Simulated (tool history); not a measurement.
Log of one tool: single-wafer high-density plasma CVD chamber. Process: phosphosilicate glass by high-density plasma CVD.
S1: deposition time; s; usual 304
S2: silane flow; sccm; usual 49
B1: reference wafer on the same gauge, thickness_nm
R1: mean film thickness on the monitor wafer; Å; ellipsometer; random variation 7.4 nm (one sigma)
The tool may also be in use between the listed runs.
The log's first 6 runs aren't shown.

| run | hour | S1 | S2 | B1 | R1 |
|---|---|---|---|---|---|
| 7 | 277.8 | 304 | 56 | 1996.143 | 19213.56 |
| 8 | 302.2 | 304 | 49 | 2000.543 | 17010.95 |
| 9 | 352.8 | 304 | 49 | 2001.61 | 16936.15 |
| 10 | 411.7 | 304 | 49 | 2007.465 | 16867.01 |
| 11 | 453.1 | 267 | 43 | 2011.357 | 13134.07 |
| 12 | 485.8 | 304 | 45 | 2015.626 | 15569.65 |
| 13 | 523.6 | 304 | 45 | 2017.584 | 15615.44 |
| 14 | 557.7 | 304 | 49 | 2021.197 | 17034.61 |
| 15 | 600.1 | 304 | 49 | 2022.876 | 17215.55 |
| 16 | 647.5 | 346 | 53 | 2021.694 | 20971.7 |
| 17 | 688.8 | 304 | 49 | 2027.974 | 17107.21 |
|  | 715.9 | gauge calibrated |
| 18 | 737.8 | 351 | 57 | 1932.467 | 21939.36 |
| 19 | 804.2 | 304 | 49 | 1939.632 | 16401.35 |
|  | 836.1 | silane flow controller replaced |
| 20 | 836.6 | 350 | 55 | 1939.494 | 21255.45 |
| 21 | 875.7 | 274 | 49 | 1946.242 | 14793.99 |
| 22 | 935.9 | 283 | 49 | 1946.811 | 15366.83 |
| 23 | 1117.5 | 278 | 49 | 1961.075 | 15098.43 |
| 24 | 1184.2 | 267 | 43 | 1967.176 | 12809.88 |
| 25 | 1211.6 | 324 | 57 | 1965.799 | 20414.41 |
| 26 | 1252.8 | 304 | 49 | 1969.088 | 16521.72 |
| 27 | 1301.8 | 304 | 39 | 1972.281 | 13337.34 |
| 28 | 1337 | 351 | 57 | 1974.053 | 22153.25 |
| 29 | 1404.4 | 322 | 49 | 1978.282 | 17715.93 |
| 30 | 1437.3 | 304 | 49 | 1980.237 | 16611.16 |

Forecast each of these 4 alternatives for the next run:
| A | 1437.8 | 304 | 44 | ? | ? |
| B | 1437.8 | 253 | 54 | ? | ? |
| C | 1437.8 | 329 | 49 | ? | ? |
| D | 1437.8 | 255 | 52 | ? | ? |

| run | B1 | R1 |
|---|---|---|
| A | 1979.841 | 15193.89 |
| B | 1979.841 | 15411.73 |
| C | 1979.841 | 18242.37 |
| D | 1979.841 | 14975.83 |
Without the tool's hidden state the same runs would have given:
| run | R1 |
|---|---|
| A | 14949.67 |
| B | 15164.01 |
| C | 17949.14 |
| D | 14735.11 |
